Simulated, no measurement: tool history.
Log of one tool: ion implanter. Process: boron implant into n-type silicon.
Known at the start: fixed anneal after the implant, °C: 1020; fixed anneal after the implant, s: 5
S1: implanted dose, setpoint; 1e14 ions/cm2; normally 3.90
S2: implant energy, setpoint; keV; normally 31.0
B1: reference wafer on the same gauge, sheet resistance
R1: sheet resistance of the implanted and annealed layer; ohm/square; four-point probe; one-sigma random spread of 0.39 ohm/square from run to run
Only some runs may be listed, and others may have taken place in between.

| run | day | S1 | S2 | B1 | R1 |
|---|---|---|---|---|---|
| 1 | 0.000 | 3.90 | 31.0 | 230.88 | 260.25 |
| 2 | 0.833 | 3.90 | 31.0 | 230.99 | 259.75 |
| 3 | 3.829 | 3.90 | 31.0 | 231.00 | 259.82 |
| 4 | 4.800 | 3.90 | 25.5 | 230.99 | 264.75 |
| 5 | 6.029 | 3.90 | 31.0 | 230.93 | 258.52 |
| 6 | 7.192 | 3.90 | 31.0 | 230.94 | 259.01 |
| 7 | 8.525 | 3.90 | 31.0 | 231.01 | 257.87 |
| 8 | 9.417 | 3.90 | 35.0 | 230.98 | 255.40 |
|  | 10.083 | gauge calibrated |
|  | 10.600 | Faraday cup replaced and dose calibrated |
| 9 | 10.846 | 3.90 | 35.0 | 230.95 | 258.37 |
| 10 | 12.746 | 3.90 | 31.0 | 230.93 | 260.97 |
|  | 15.671 | extraction supply calibrated |
| 11 | 17.033 | 3.55 | 34.0 | 230.98 | 278.34 |
| 12 | 18.221 | 3.90 | 27.0 | 231.02 | 265.59 |
| 13 | 18.862 | 4.85 | 31.0 | 230.98 | 219.59 |
| 14 | 19.550 | 3.90 | 31.0 | 231.07 | 261.71 |
| 15 | 20.083 | 3.90 | 21.5 | 230.96 | 271.34 |
| 16 | 21.196 | 3.90 | 31.0 | 230.98 | 261.66 |
| 17 | 22.317 | 3.90 | 24.0 | 231.12 | 268.14 |
| 18 | 23.796 | 2.78 | 23.5 | 230.97 | 350.94 |
| 19 | 24.650 | 3.90 | 31.0 | 231.02 | 261.31 |
| 20 | 25.575 | 4.55 | 31.0 | 231.01 | 230.54 |
| 21 | 26.088 | 3.44 | 41.5 | 231.05 | 279.88 |

What would each run have given without the hidden state, its run-to-run variation left as it was?
What the log doesn't record here: deviation of the true dose from the Faraday cup's reading, %; deviation of the true energy from its setpoint, %; gauge reads high (%).
| run | R1 |
|---|---|
| 1 | 261.84 |
| 2 | 261.45 |
| 3 | 261.94 |
| 4 | 267.06 |
| 5 | 260.99 |
| 6 | 261.68 |
| 7 | 260.76 |
| 8 | 258.43 |
| 9 | 258.19 |
| 10 | 260.81 |
| 11 | 278.29 |
| 12 | 265.60 |
| 13 | 219.63 |
| 14 | 261.79 |
| 15 | 271.45 |
| 16 | 261.84 |
| 17 | 268.41 |
| 18 | 351.45 |
| 19 | 261.77 |
| 20 | 231.03 |
| 21 | 280.51 |
